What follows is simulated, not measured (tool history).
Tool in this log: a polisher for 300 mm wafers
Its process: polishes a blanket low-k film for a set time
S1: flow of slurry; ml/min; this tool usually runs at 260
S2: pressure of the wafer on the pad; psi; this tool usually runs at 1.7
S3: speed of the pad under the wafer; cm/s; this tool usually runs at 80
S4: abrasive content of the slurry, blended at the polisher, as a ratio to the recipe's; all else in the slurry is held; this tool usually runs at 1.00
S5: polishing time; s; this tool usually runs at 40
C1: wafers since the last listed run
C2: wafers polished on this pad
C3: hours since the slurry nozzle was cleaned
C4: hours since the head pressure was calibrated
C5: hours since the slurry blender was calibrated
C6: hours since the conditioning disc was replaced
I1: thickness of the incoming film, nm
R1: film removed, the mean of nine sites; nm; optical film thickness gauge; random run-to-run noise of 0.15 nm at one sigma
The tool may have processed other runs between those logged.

{"run": 1, "hour": 0.0, "S1": 260, "S2": 1.7, "S3": 102, "S4": 1.0, "S5": 40, "C1": 0, "C2": 1039, "C3": 80.6, "C4": 208.5, "C5": 410.0, "C6": 231.5, "I1": 456.8, "R1": 12.7}
{"run": 2, "hour": 25.0, "S1": 260, "S2": 1.7, "S3": 80, "S4": 1.0, "S5": 40, "C1": 407, "C2": 1446, "C3": 105.6, "C4": 233.5, "C5": 435.0, "C6": 256.5, "I1": 469.0, "R1": 10.8}
{"hour": 32.6, "done": "slurry blender recalibrated"}
{"run": 3, "hour": 60.2, "S1": 260, "S2": 1.7, "S3": 80, "S4": 1.0, "S5": 40, "C1": 541, "C2": 1988, "C3": 140.8, "C4": 268.7, "C5": 27.6, "C6": 291.7, "I1": 465.5, "R1": 10.7}
{"run": 4, "hour": 77.3, "S1": 260, "S2": 1.7, "S3": 80, "S4": 1.0, "S5": 40, "C1": 278, "C2": 2266, "C3": 157.9, "C4": 285.8, "C5": 44.7, "C6": 308.8, "I1": 462.7, "R1": 10.6}
{"run": 5, "hour": 97.8, "S1": 260, "S2": 1.7, "S3": 80, "S4": 1.0, "S5": 40, "C1": 334, "C2": 2600, "C3": 178.4, "C4": 306.3, "C5": 65.2, "C6": 329.3, "I1": 460.5, "R1": 10.6}
{"hour": 107.0, "done": "conditioning disc replaced and pad reconditioned"}
{"run": 6, "hour": 115.9, "S1": 260, "S2": 1.7, "S3": 80, "S4": 1.0, "S5": 40, "C1": 262, "C2": 2863, "C3": 196.5, "C4": 324.4, "C5": 83.3, "C6": 8.9, "I1": 458.5, "R1": 10.7}
{"run": 7, "hour": 136.7, "S1": 260, "S2": 1.7, "S3": 68, "S4": 0.85, "S5": 40, "C1": 339, "C2": 3202, "C3": 217.3, "C4": 345.2, "C5": 104.1, "C6": 29.7, "I1": 464.8, "R1": 8.6}
{"run": 8, "hour": 166.5, "S1": 260, "S2": 1.5, "S3": 80, "S4": 1.15, "S5": 40, "C1": 485, "C2": 3688, "C3": 247.1, "C4": 375.0, "C5": 133.9, "C6": 59.5, "I1": 461.2, "R1": 10.2}
{"hour": 169.2, "done": "head pressure recalibrated"}
{"run": 9, "hour": 179.8, "S1": 315, "S2": 1.7, "S3": 80, "S4": 0.85, "S5": 46, "C1": 184, "C2": 3872, "C3": 260.4, "C4": 10.6, "C5": 147.2, "C6": 72.8, "I1": 466.8, "R1": 11.3}
{"hour": 184.2, "done": "worn pad replaced by a new one"}
{"run": 10, "hour": 199.3, "S1": 260, "S2": 1.7, "S3": 102, "S4": 1.0, "S5": 40, "C1": 252, "C2": 246, "C3": 279.9, "C4": 30.1, "C5": 166.7, "C6": 92.3, "I1": 459.6, "R1": 12.4}
{"run": 11, "hour": 224.5, "S1": 260, "S2": 1.7, "S3": 80, "S4": 1.0, "S5": 40, "C1": 410, "C2": 657, "C3": 305.1, "C4": 55.3, "C5": 191.9, "C6": 117.5, "I1": 462.4, "R1": 10.8}
{"run": 12, "hour": 242.6, "S1": 345, "S2": 1.7, "S3": 80, "S4": 1.0, "S5": 40, "C1": 295, "C2": 952, "C3": 323.2, "C4": 73.4, "C5": 210.0, "C6": 135.6, "I1": 463.5, "R1": 10.7}
{"run": 13, "hour": 272.0, "S1": 180, "S2": 1.7, "S3": 54, "S4": 1.25, "S5": 40, "C1": 479, "C2": 1431, "C3": 352.6, "C4": 102.8, "C5": 239.4, "C6": 165.0, "I1": 457.5, "R1": 8.7}
{"run": 14, "hour": 297.1, "S1": 260, "S2": 2.2, "S3": 80, "S4": 1.0, "S5": 44, "C1": 409, "C2": 1841, "C3": 377.7, "C4": 127.9, "C5": 264.5, "C6": 190.1, "I1": 455.7, "R1": 15.0}
{"run": 15, "hour": 323.2, "S1": 260, "S2": 1.7, "S3": 80, "S4": 1.25, "S5": 40, "C1": 425, "C2": 2266, "C3": 403.8, "C4": 154.0, "C5": 290.6, "C6": 216.2, "I1": 464.1, "R1": 12.0}
{"run": 16, "hour": 354.1, "S1": 260, "S2": 1.7, "S3": 90, "S4": 1.0, "S5": 40, "C1": 503, "C2": 2770, "C3": 434.7, "C4": 184.9, "C5": 321.5, "C6": 247.1, "I1": 457.6, "R1": 11.6}
{"hour": 393.7, "done": "worn pad replaced by a new one"}
{"run": 17, "hour": 408.7, "S1": 295, "S2": 2.0, "S3": 96, "S4": 1.0, "S5": 51, "C1": 824, "C2": 244, "C3": 489.3, "C4": 239.5, "C5": 376.1, "C6": 301.7, "I1": 467.2, "R1": 18.6}
{"hour": 416.1, "done": "conditioning disc replaced and pad reconditioned"}
{"hour": 416.7, "done": "slurry blender recalibrated"}
{"run": 18, "hour": 420.9, "S1": 260, "S2": 1.2, "S3": 80, "S4": 0.7, "S5": 40, "C1": 157, "C2": 402, "C3": 501.5, "C4": 251.7, "C5": 4.2, "C6": 4.8, "I1": 459.0, "R1": 5.9}
{"run": 19, "hour": 442.9, "S1": 260, "S2": 1.7, "S3": 80, "S4": 1.15, "S5": 40, "C1": 358, "C2": 761, "C3": 523.5, "C4": 273.7, "C5": 26.2, "C6": 26.8, "I1": 456.7, "R1": 11.2}
{"run": 20, "hour": 456.9, "S1": 260, "S2": 1.7, "S3": 80, "S4": 1.0, "S5": 40, "C1": 228, "C2": 989, "C3": 537.5, "C4": 287.7, "C5": 40.2, "C6": 40.8, "I1": 460.7, "R1": 10.7}
{"hour": 460.4, "done": "slurry nozzle cleaned"}
{"hour": 474.4, "done": "head pressure recalibrated"}
{"run": 21, "hour": 475.0, "S1": 325, "S2": 2.2, "S3": 80, "S4": 1.0, "S5": 40, "C1": 246, "C2": 1235, "C3": 14.6, "C4": 0.6, "C5": 58.3, "C6": 58.9, "I1": 460.5, "R1": 14.2}
{"run": 22, "hour": 561.3, "S1": 260, "S2": 1.7, "S3": 80, "S4": 1.0, "S5": 40, "C1": 1406, "C2": 2642, "C3": 100.9, "C4": 86.9, "C5": 144.6, "C6": 145.2, "I1": 463.3, "R1": 10.6}
{"hour": 591.7, "done": "worn pad replaced by a new one"}
{"run": 23, "hour": 592.2, "S1": 260, "S2": 1.7, "S3": 98, "S4": 1.0, "S5": 40, "C1": 438, "C2": 7, "C3": 131.8, "C4": 117.8, "C5": 175.5, "C6": 176.1, "I1": 464.3, "R1": 12.3}
{"run": 24, "hour": 612.8, "S1": 260, "S2": 1.7, "S3": 80, "S4": 1.0, "S5": 40, "C1": 335, "C2": 343, "C3": 152.4, "C4": 138.4, "C5": 196.1, "C6": 196.7, "I1": 452.7, "R1": 10.8}
{"run": 25, "hour": 645.2, "S1": 340, "S2": 1.7, "S3": 80, "S4": 1.0, "S5": 40, "C1": 528, "C2": 871, "C3": 184.8, "C4": 170.8, "C5": 228.5, "C6": 229.1, "I1": 459.8, "R1": 11.0}
{"run": 26, "hour": 664.1, "S1": 235, "S2": 1.7, "S3": 80, "S4": 1.2, "S5": 40, "C1": 308, "C2": 1179, "C3": 203.7, "C4": 189.7, "C5": 247.4, "C6": 248.0, "I1": 463.8, "R1": 11.6}
{"run": 27, "hour": 692.6, "S1": 260, "S2": 1.7, "S3": 80, "S4": 1.0, "S5": 40, "C1": 464, "C2": 1644, "C3": 232.2, "C4": 218.2, "C5": 275.9, "C6": 276.5, "I1": 466.4, "R1": 10.7}

What the log doesn't show, run by run:
removal rate lost through wear of the pad, %: 0 in every run
slurry flow missing at the pad, %: 0 in every run
deviation of the head's pressure from its setpoint, %: 0 in every run
abrasive missing from the slurry, %: 0 in every run
time polished since the conditioner stopped cutting, s: 0 in every run
